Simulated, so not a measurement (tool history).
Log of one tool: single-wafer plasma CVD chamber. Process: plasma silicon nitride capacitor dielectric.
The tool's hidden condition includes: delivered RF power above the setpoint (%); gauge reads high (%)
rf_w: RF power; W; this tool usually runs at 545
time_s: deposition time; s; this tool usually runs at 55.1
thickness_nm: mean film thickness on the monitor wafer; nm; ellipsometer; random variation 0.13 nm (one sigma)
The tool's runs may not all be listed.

run	hour	rf_w	time_s	wafers since the last listed run	hours since the last RF generator calibration	hours since the showerhead was replaced	hours since the gauge calibration	read-back reference wafer on the same gauge, thickness_nm	thickness_nm
1	0.0	545	50.9	0	1386.7	5838.4	2.5	80.204	77.183
2	10.3	545	55.1	200	1397.0	5848.7	12.8	80.225	83.518
3	27.9	545	55.1	341	1414.6	5866.3	30.4	80.296	83.686
4	37.9	545	55.1	194	1424.6	5876.3	40.4	80.319	83.707
5	55.6	545	55.1	343	1442.3	5894.0	58.1	80.392	83.766
6	72.4	545	55.1	326	1459.1	5910.8	74.9	80.419	83.931
7	86.6	585	46.7	275	1473.3	5925.0	89.1	80.491	72.917
8	98.0	515	55.1	221	1484.7	5936.4	100.5	80.526	82.159
9	128.6	545	55.1	594	1515.3	5967.0	131.1	80.605	83.857
10	140.6	545	55.1	233	1527.3	5979.0	143.1	80.602	83.840
11	157.9	610	64.1	336	1544.6	5996.3	160.4	80.700	101.587
# hour 167.9: showerhead replaced
12	171.8	515	46.5	114	1558.5	3.9	174.3	80.705	69.828
# hour 188.7: RF generator calibrated
13	189.2	460	55.1	182	0.5	21.3	191.7	80.812	79.372
# hour 191.0: gauge calibrated
14	193.1	595	51.8	75	4.4	25.2	2.1	80.110	80.847
15	205.1	510	51.5	233	16.4	37.2	14.1	80.193	76.274
16	212.6	545	55.1	145	23.9	44.7	21.6	80.234	83.479
17	228.2	585	45.8	303	39.5	60.3	37.2	80.233	71.201
18	238.7	460	47.3	204	50.0	70.8	47.7	80.285	67.849
19	251.2	545	55.1	242	62.5	83.3	60.2	80.352	83.696
20	263.7	545	55.1	242	75.0	95.8	72.7	80.349	83.805

Forecast each of these 5 alternatives for the next run:
A	264.1	545	55.1	7	75.4	96.2	73.1	?	?
B	264.1	575	65.1	7	75.4	96.2	73.1	?	?
C	264.1	455	65.9	7	75.4	96.2	73.1	?	?
D	264.1	650	47.2	7	75.4	96.2	73.1	?	?
E	264.1	595	55.1	7	75.4	96.2	73.1	?	?

run	read-back reference wafer on the same gauge, thickness_nm	thickness_nm
A	80.367	83.610
B	80.367	100.609
C	80.367	93.918
D	80.367	76.028
E	80.367	86.149
Take away the tool's hidden state, keep each run's random variation, and the runs would have read:
run	thickness_nm
A	83.440
B	100.404
C	93.726
D	75.873
E	85.973

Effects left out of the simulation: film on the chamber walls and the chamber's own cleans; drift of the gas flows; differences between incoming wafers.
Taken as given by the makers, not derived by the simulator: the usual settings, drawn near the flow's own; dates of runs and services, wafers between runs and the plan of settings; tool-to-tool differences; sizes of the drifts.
